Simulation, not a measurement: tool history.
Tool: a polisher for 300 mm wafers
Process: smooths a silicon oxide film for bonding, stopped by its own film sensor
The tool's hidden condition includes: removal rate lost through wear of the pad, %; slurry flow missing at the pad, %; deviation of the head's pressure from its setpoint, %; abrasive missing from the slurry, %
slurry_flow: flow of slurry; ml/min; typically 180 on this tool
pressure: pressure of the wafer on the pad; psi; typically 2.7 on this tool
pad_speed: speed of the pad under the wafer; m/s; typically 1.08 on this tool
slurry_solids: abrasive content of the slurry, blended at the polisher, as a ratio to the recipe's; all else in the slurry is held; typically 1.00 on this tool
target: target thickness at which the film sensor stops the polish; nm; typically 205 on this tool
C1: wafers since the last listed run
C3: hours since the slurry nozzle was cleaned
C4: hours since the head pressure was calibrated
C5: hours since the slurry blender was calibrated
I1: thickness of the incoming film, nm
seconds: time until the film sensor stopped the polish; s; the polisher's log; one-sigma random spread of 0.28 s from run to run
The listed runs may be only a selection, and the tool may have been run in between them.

run 1 hour=0.0 | slurry_flow=180 pressure=3.4 pad_speed=1.08 slurry_solids=1.00 target=205 | C1=0 wafers_polished_on_this_pad=487 C3=564.4 C4=561.5 C5=106.9 | I1=239.8 | seconds=25.1
run 2 hour=15.7 | slurry_flow=180 pressure=3.4 pad_speed=1.08 slurry_solids=1.00 target=205 | C1=174 wafers_polished_on_this_pad=662 C3=580.1 C4=577.2 C5=122.6 | I1=239.0 | seconds=25.0
run 3 hour=25.6 | slurry_flow=180 pressure=3.4 pad_speed=1.08 slurry_solids=1.00 target=205 | C1=110 wafers_polished_on_this_pad=772 C3=590.0 C4=587.1 C5=132.5 | I1=238.2 | seconds=24.3
run 4 hour=41.3 | slurry_flow=180 pressure=2.7 pad_speed=1.08 slurry_solids=1.00 target=205 | C1=174 wafers_polished_on_this_pad=946 C3=605.7 C4=602.8 C5=148.2 | I1=241.0 | seconds=33.1
-- hour=54.2 slurry nozzle cleaned
run 5 hour=58.7 | slurry_flow=180 pressure=2.7 pad_speed=1.08 slurry_solids=1.00 target=194 | C1=182 wafers_polished_on_this_pad=1129 C3=4.5 C4=620.2 C5=165.6 | I1=236.1 | seconds=38.5
run 6 hour=68.4 | slurry_flow=180 pressure=2.7 pad_speed=1.08 slurry_solids=1.00 target=205 | C1=107 wafers_polished_on_this_pad=1237 C3=14.2 C4=629.9 C5=175.3 | I1=236.9 | seconds=28.7
-- hour=81.3 worn pad replaced by a new one
run 7 hour=85.8 | slurry_flow=180 pressure=1.9 pad_speed=1.24 slurry_solids=1.15 target=211 | C1=149 wafers_polished_on_this_pad=50 C3=31.6 C4=647.3 C5=192.7 | I1=237.0 | seconds=29.7
run 8 hour=97.2 | slurry_flow=240 pressure=2.7 pad_speed=1.38 slurry_solids=1.00 target=205 | C1=126 wafers_polished_on_this_pad=177 C3=43.0 C4=658.7 C5=204.1 | I1=236.0 | seconds=23.6
run 9 hour=112.8 | slurry_flow=180 pressure=2.7 pad_speed=1.08 slurry_solids=1.30 target=205 | C1=173 wafers_polished_on_this_pad=350 C3=58.6 C4=674.3 C5=219.7 | I1=238.9 | seconds=28.5
run 10 hour=140.6 | slurry_flow=155 pressure=2.3 pad_speed=1.08 slurry_solids=1.00 target=205 | C1=309 wafers_polished_on_this_pad=659 C3=86.4 C4=702.1 C5=247.5 | I1=236.1 | seconds=34.3
run 11 hour=152.0 | slurry_flow=180 pressure=2.7 pad_speed=1.08 slurry_solids=1.00 target=205 | C1=126 wafers_polished_on_this_pad=786 C3=97.8 C4=713.5 C5=258.9 | I1=241.3 | seconds=32.7
run 12 hour=160.0 | slurry_flow=160 pressure=2.7 pad_speed=0.76 slurry_solids=1.00 target=205 | C1=88 wafers_polished_on_this_pad=875 C3=105.8 C4=721.5 C5=266.9 | I1=244.6 | seconds=43.8
run 13 hour=212.9 | slurry_flow=225 pressure=2.7 pad_speed=1.08 slurry_solids=0.75 target=216 | C1=588 wafers_polished_on_this_pad=1463 C3=158.7 C4=774.4 C5=319.8 | I1=240.8 | seconds=24.6
run 14 hour=230.5 | slurry_flow=180 pressure=2.7 pad_speed=1.08 slurry_solids=0.80 target=205 | C1=195 wafers_polished_on_this_pad=1659 C3=176.3 C4=792.0 C5=337.4 | I1=242.7 | seconds=36.8
-- hour=241.7 worn pad replaced by a new one
run 15 hour=242.2 | slurry_flow=180 pressure=2.7 pad_speed=1.32 slurry_solids=1.20 target=205 | C1=85 wafers_polished_on_this_pad=6 C3=188.0 C4=803.7 C5=349.1 | I1=239.7 | seconds=26.3
run 16 hour=249.4 | slurry_flow=180 pressure=2.7 pad_speed=1.08 slurry_solids=1.00 target=205 | C1=80 wafers_polished_on_this_pad=86 C3=195.2 C4=810.9 C5=356.3 | I1=244.0 | seconds=35.5
run 17 hour=264.8 | slurry_flow=180 pressure=2.7 pad_speed=1.24 slurry_solids=1.00 target=205 | C1=171 wafers_polished_on_this_pad=257 C3=210.6 C4=826.3 C5=371.7 | I1=243.6 | seconds=32.3
-- hour=271.6 head pressure recalibrated
-- hour=276.6 slurry blender recalibrated
run 18 hour=282.8 | slurry_flow=230 pressure=3.3 pad_speed=1.08 slurry_solids=1.00 target=194 | C1=155 wafers_polished_on_this_pad=413 C3=228.6 C4=11.2 C5=6.2 | I1=241.1 | seconds=34.7
run 19 hour=296.1 | slurry_flow=180 pressure=2.7 pad_speed=1.34 slurry_solids=1.00 target=205 | C1=147 wafers_polished_on_this_pad=561 C3=241.9 C4=24.5 C5=19.5 | I1=236.1 | seconds=26.0
run 20 hour=313.0 | slurry_flow=180 pressure=2.7 pad_speed=1.08 slurry_solids=1.00 target=205 | C1=187 wafers_polished_on_this_pad=748 C3=258.8 C4=41.4 C5=36.4 | I1=238.8 | seconds=32.2
run 21 hour=327.4 | slurry_flow=215 pressure=2.7 pad_speed=0.70 slurry_solids=1.00 target=205 | C1=160 wafers_polished_on_this_pad=909 C3=273.2 C4=55.8 C5=50.8 | I1=238.2 | seconds=37.7
run 22 hour=338.3 | slurry_flow=180 pressure=2.0 pad_speed=1.08 slurry_solids=1.00 target=205 | C1=121 wafers_polished_on_this_pad=1030 C3=284.1 C4=66.7 C5=61.7 | I1=240.9 | seconds=45.2
run 23 hour=345.8 | slurry_flow=180 pressure=2.7 pad_speed=1.08 slurry_solids=1.00 target=194 | C1=83 wafers_polished_on_this_pad=1113 C3=291.6 C4=74.2 C5=69.2 | I1=239.8 | seconds=42.6
run 24 hour=355.5 | slurry_flow=180 pressure=2.7 pad_speed=1.08 slurry_solids=1.00 target=205 | C1=107 wafers_polished_on_this_pad=1221 C3=301.3 C4=83.9 C5=78.9 | I1=238.7 | seconds=31.8
-- hour=375.0 worn pad replaced by a new one
run 25 hour=375.5 | slurry_flow=180 pressure=2.7 pad_speed=0.82 slurry_solids=1.25 target=205 | C1=177 wafers_polished_on_this_pad=5 C3=321.3 C4=103.9 C5=98.9 | I1=242.6 | seconds=37.5
run 26 hour=379.7 | slurry_flow=180 pressure=2.7 pad_speed=1.08 slurry_solids=1.00 target=205 | C1=46 wafers_polished_on_this_pad=52 C3=325.5 C4=108.1 C5=103.1 | I1=236.6 | seconds=29.4
run 27 hour=395.5 | slurry_flow=180 pressure=2.7 pad_speed=1.34 slurry_solids=0.85 target=205 | C1=175 wafers_polished_on_this_pad=228 C3=341.3 C4=123.9 C5=118.9 | I1=243.9 | seconds=34.4
run 28 hour=411.5 | slurry_flow=240 pressure=2.3 pad_speed=1.08 slurry_solids=1.10 target=193 | C1=177 wafers_polished_on_this_pad=405 C3=357.3 C4=139.9 C5=134.9 | I1=243.3 | seconds=51.6
run 29 hour=418.8 | slurry_flow=180 pressure=2.7 pad_speed=0.84 slurry_solids=0.75 target=205 | C1=81 wafers_polished_on_this_pad=487 C3=364.6 C4=147.2 C5=142.2 | I1=240.0 | seconds=41.3

Forecast each of these 5 alternatives for the next run:
run A hour=419.2 | slurry_flow=180 pressure=2.7 pad_speed=1.08 slurry_solids=1.00 target=205 | C1=4 wafers_polished_on_this_pad=491 C3=365.0 C4=147.6 C5=142.6 | I1=243.4 | seconds=?
run B hour=419.2 | slurry_flow=180 pressure=2.7 pad_speed=1.08 slurry_solids=1.15 target=205 | C1=4 wafers_polished_on_this_pad=491 C3=365.0 C4=147.6 C5=142.6 | I1=243.4 | seconds=?
run C hour=419.2 | slurry_flow=130 pressure=2.7 pad_speed=1.08 slurry_solids=1.10 target=210 | C1=4 wafers_polished_on_this_pad=491 C3=365.0 C4=147.6 C5=142.6 | I1=243.4 | seconds=?
run D hour=419.2 | slurry_flow=245 pressure=3.1 pad_speed=0.82 slurry_solids=1.30 target=205 | C1=4 wafers_polished_on_this_pad=491 C3=365.0 C4=147.6 C5=142.6 | I1=243.4 | seconds=?
run E hour=419.2 | slurry_flow=180 pressure=2.7 pad_speed=1.08 slurry_solids=1.00 target=195 | C1=4 wafers_polished_on_this_pad=491 C3=365.0 C4=147.6 C5=142.6 | I1=243.4 | seconds=?

run=A seconds=36.1
run=B seconds=34.4
run=C seconds=32.3
run=D seconds=31.7
run=E seconds=45.5
Without the tool's hidden state the same runs would have given:
run=A seconds=36.5
run=B seconds=34.8
run=C seconds=32.7
run=D seconds=32.1
run=E seconds=46.0
